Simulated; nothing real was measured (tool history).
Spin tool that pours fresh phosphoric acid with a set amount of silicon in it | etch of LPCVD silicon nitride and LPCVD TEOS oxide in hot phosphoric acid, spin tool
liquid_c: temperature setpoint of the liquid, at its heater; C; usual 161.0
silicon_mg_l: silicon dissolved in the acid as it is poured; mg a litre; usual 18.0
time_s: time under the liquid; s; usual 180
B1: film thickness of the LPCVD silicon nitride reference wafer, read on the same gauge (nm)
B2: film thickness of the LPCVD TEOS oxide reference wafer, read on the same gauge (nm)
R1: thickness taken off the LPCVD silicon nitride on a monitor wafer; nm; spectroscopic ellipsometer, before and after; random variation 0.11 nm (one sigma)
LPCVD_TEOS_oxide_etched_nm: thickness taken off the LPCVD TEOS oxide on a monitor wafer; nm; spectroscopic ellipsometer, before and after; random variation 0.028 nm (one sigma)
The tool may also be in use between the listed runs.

run 1 hour=0.0 | liquid_c=161.0 silicon_mg_l=18.0 time_s=210 | B1=89.99 B2=109.999 | R1=16.50 LPCVD_TEOS_oxide_etched_nm=0.340
run 2 hour=28.5 | liquid_c=161.0 silicon_mg_l=18.0 time_s=210 | B1=89.99 B2=109.987 | R1=16.48 LPCVD_TEOS_oxide_etched_nm=0.353
run 3 hour=42.7 | liquid_c=161.0 silicon_mg_l=14.0 time_s=260 | B1=90.00 B2=109.984 | R1=20.45 LPCVD_TEOS_oxide_etched_nm=0.548
run 4 hour=72.8 | liquid_c=161.0 silicon_mg_l=14.0 time_s=260 | B1=89.98 B2=109.983 | R1=20.60 LPCVD_TEOS_oxide_etched_nm=0.462
run 5 hour=99.9 | liquid_c=161.0 silicon_mg_l=14.0 time_s=260 | B1=90.00 B2=109.985 | R1=20.40 LPCVD_TEOS_oxide_etched_nm=0.553
run 6 hour=121.9 | liquid_c=161.0 silicon_mg_l=18.0 time_s=130 | B1=90.00 B2=110.035 | R1=10.22 LPCVD_TEOS_oxide_etched_nm=0.214
run 7 hour=136.1 | liquid_c=161.0 silicon_mg_l=18.0 time_s=180 | B1=90.01 B2=109.993 | R1=14.02 LPCVD_TEOS_oxide_etched_nm=0.281
run 8 hour=168.7 | liquid_c=163.0 silicon_mg_l=18.0 time_s=265 | B1=90.01 B2=109.995 | R1=22.11 LPCVD_TEOS_oxide_etched_nm=0.592
run 9 hour=196.4 | liquid_c=163.0 silicon_mg_l=18.0 time_s=265 | B1=89.99 B2=109.972 | R1=21.81 LPCVD_TEOS_oxide_etched_nm=0.552
run 10 hour=211.8 | liquid_c=161.0 silicon_mg_l=18.0 time_s=180 | B1=90.02 B2=110.002 | R1=13.86 LPCVD_TEOS_oxide_etched_nm=0.312
run 11 hour=244.9 | liquid_c=163.5 silicon_mg_l=18.0 time_s=180 | B1=90.00 B2=110.006 | R1=15.26 LPCVD_TEOS_oxide_etched_nm=0.421
-- hour=267.6 heated supply line repaired
run 12 hour=278.2 | liquid_c=161.0 silicon_mg_l=18.0 time_s=180 | B1=89.99 B2=109.990 | R1=15.51 LPCVD_TEOS_oxide_etched_nm=0.399
-- hour=290.5 dissolved silicon flow meter replaced
run 13 hour=313.8 | liquid_c=162.0 silicon_mg_l=31.5 time_s=180 | B1=90.01 B2=109.996 | R1=16.21 LPCVD_TEOS_oxide_etched_nm=0.262
run 14 hour=333.7 | liquid_c=164.0 silicon_mg_l=32.5 time_s=180 | B1=90.01 B2=110.011 | R1=17.16 LPCVD_TEOS_oxide_etched_nm=0.304
run 15 hour=368.7 | liquid_c=163.0 silicon_mg_l=27.0 time_s=285 | B1=89.99 B2=109.976 | R1=26.45 LPCVD_TEOS_oxide_etched_nm=0.516
-- hour=376.8 gauge calibrated
run 16 hour=393.9 | liquid_c=163.0 silicon_mg_l=27.0 time_s=285 | B1=90.01 B2=110.020 | R1=26.20 LPCVD_TEOS_oxide_etched_nm=0.504
-- hour=407.6 thermometer replaced
run 17 hour=429.3 | liquid_c=161.0 silicon_mg_l=18.0 time_s=235 | B1=90.02 B2=109.988 | R1=20.09 LPCVD_TEOS_oxide_etched_nm=0.481
run 18 hour=462.3 | liquid_c=162.0 silicon_mg_l=14.0 time_s=235 | B1=90.00 B2=109.976 | R1=20.99 LPCVD_TEOS_oxide_etched_nm=0.594
run 19 hour=482.1 | liquid_c=161.0 silicon_mg_l=18.0 time_s=180 | B1=90.02 B2=109.962 | R1=15.21 LPCVD_TEOS_oxide_etched_nm=0.408
run 20 hour=494.4 | liquid_c=158.0 silicon_mg_l=31.5 time_s=85 | B1=90.02 B2=109.983 | R1=6.59 LPCVD_TEOS_oxide_etched_nm=0.102
run 21 hour=528.1 | liquid_c=161.0 silicon_mg_l=18.0 time_s=180 | B1=90.01 B2=110.048 | R1=15.63 LPCVD_TEOS_oxide_etched_nm=0.350
run 22 hour=557.5 | liquid_c=160.0 silicon_mg_l=26.0 time_s=80 | B1=90.00 B2=110.001 | R1=6.59 LPCVD_TEOS_oxide_etched_nm=0.143

4 ways to go on from here, each from the tool as it stands after run 22. What would each give?
run A hour=558.0 | liquid_c=161.0 silicon_mg_l=18.0 time_s=275 | B1=? B2=? | R1=? LPCVD_TEOS_oxide_etched_nm=?
run B hour=558.0 | liquid_c=158.5 silicon_mg_l=12.5 time_s=130 | B1=? B2=? | R1=? LPCVD_TEOS_oxide_etched_nm=?
run C hour=558.0 | liquid_c=163.0 silicon_mg_l=18.0 time_s=125 | B1=? B2=? | R1=? LPCVD_TEOS_oxide_etched_nm=?
run D hour=558.0 | liquid_c=158.0 silicon_mg_l=7.5 time_s=280 | B1=? B2=? | R1=? LPCVD_TEOS_oxide_etched_nm=?

run=A B1=90.01 B2=109.984 R1=23.49 LPCVD_TEOS_oxide_etched_nm=0.679
run=B B1=90.01 B2=109.984 R1=10.21 LPCVD_TEOS_oxide_etched_nm=0.306
run=C B1=90.01 B2=109.984 R1=11.42 LPCVD_TEOS_oxide_etched_nm=0.358
run=D B1=90.01 B2=109.984 R1=21.61 LPCVD_TEOS_oxide_etched_nm=0.709
Without the tool's hidden state the same runs would have given:
run=A R1=24.51 LPCVD_TEOS_oxide_etched_nm=0.745
run=B R1=10.65 LPCVD_TEOS_oxide_etched_nm=0.336
run=C R1=11.91 LPCVD_TEOS_oxide_etched_nm=0.392
run=D R1=22.56 LPCVD_TEOS_oxide_etched_nm=0.780
